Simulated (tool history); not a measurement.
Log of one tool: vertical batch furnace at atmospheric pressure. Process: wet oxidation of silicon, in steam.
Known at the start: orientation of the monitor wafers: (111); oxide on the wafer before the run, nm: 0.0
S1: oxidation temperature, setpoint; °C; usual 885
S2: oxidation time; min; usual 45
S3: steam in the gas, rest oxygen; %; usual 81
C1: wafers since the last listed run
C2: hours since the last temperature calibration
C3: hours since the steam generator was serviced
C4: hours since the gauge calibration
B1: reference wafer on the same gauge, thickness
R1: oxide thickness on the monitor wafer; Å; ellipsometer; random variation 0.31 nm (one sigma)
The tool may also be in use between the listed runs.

run	hour	S1	S2	S3	C1	C2	C3	C4	B1	R1
1	0	885	45	81	0	2372.7	3334	465.3	149.99	1529.9
2	14.8	885	45	81	199	2387.5	3348.8	480.1	149.84	1527.4
3	39.7	885	45	81	336	2412.4	3373.7	505	149.92	1530
4	60.9	885	45	81	286	2433.6	3394.9	526.2	149.9	1531.9
5	94.5	885	45	81	453	2467.2	3428.5	559.8	150	1529.6
6	126.2	903	45	81	428	2498.9	3460.2	591.5	150	1929.9
7	158.1	903	45	81	430	2530.8	3492.1	623.4	149.91	1928.4
8	182.2	891	53	81	325	2554.9	3516.2	647.5	150.06	1904.8
9	217.2	885	45	81	472	2589.9	3551.2	682.5	149.91	1533.3
10	236.4	885	53	81	259	2609.1	3570.4	701.7	150.12	1762.2
11	264.6	885	53	81	380	2637.3	3598.6	729.9	150.12	1767.4
12	282.3	885	53	81	238	2655	3616.3	747.6	149.99	1767
# hour 303: gauge calibrated
# hour 307.9: thermocouples replaced and temperature profile calibrated
13	308.4	885	45	81	28	0.5	3642.4	5.4	150.02	1427.9
14	327.9	885	45	81	263	20	3661.9	24.9	149.93	1432.8
15	378.8	885	45	81	687	70.9	3712.8	75.8	149.9	1430.6
16	398.6	864	55	89	267	90.7	3732.6	95.6	149.96	1368.5
17	422.3	909	34	92	319	114.4	3756.3	119.3	150.04	1732.7
# hour 451.8: steam generator serviced
18	455.5	869	37.5	73	124	147.6	3.7	152.5	150.07	875.1
19	479.1	862	45	89	318	171.2	27.3	176.1	149.91	1113.1
20	502	885	33	72	309	194.1	50.2	199	149.92	987.8
21	533.8	864	66.5	90	429	225.9	82	230.8	150.02	1654.2
22	563.5	885	45	81	401	255.6	111.7	260.5	150.01	1458
23	582.6	885	33	72	257	274.7	130.8	279.6	149.91	992.8
24	606.8	885	45	81	326	298.9	155	303.8	150.11	1458
25	623.9	885	53	81	230	316	172.1	320.9	150.08	1679.5
26	697.6	863	34.5	75	995	389.7	245.8	394.6	150.01	763.6
27	728.5	863	61	71	417	420.6	276.7	425.5	149.9	1236.6
28	745.3	864	55	89	226	437.4	293.5	442.3	149.97	1397.5
29	761.9	871	45	70	224	454	310.1	458.9	150.06	1051

Hidden state or all else? Some run-to-run changes of R1, split into what the settings, what came in and random variation would give without the hidden state, and what is left for the hidden state (with any gauge scatter that isn't in both results):
The hidden state here: true tube temperature minus thermocouple reading, K; steam share off its setpoint, % of the setpoint; gauge reads high (%).
Run 8 -> 9: S1 891 -> 885, S2 53 -> 45. R1 -371.5 Å: hidden state -17, all else -354.5.
Run 12 -> 13: S2 53 -> 45, gauge calibrated, thermocouples replaced and temperature profile calibrated. R1 -339.1 Å: hidden state -118.3, all else -220.8.
Run 17 -> 18: S1 909 -> 869, S2 34 -> 37.5, S3 92 -> 73, steam generator serviced. R1 -857.6 Å: hidden state -1.9, all else -855.7.
Run 25 -> 26: S1 885 -> 863, S2 53 -> 34.5, S3 81 -> 75. R1 -915.9 Å: hidden state -13.7, all else -902.2.
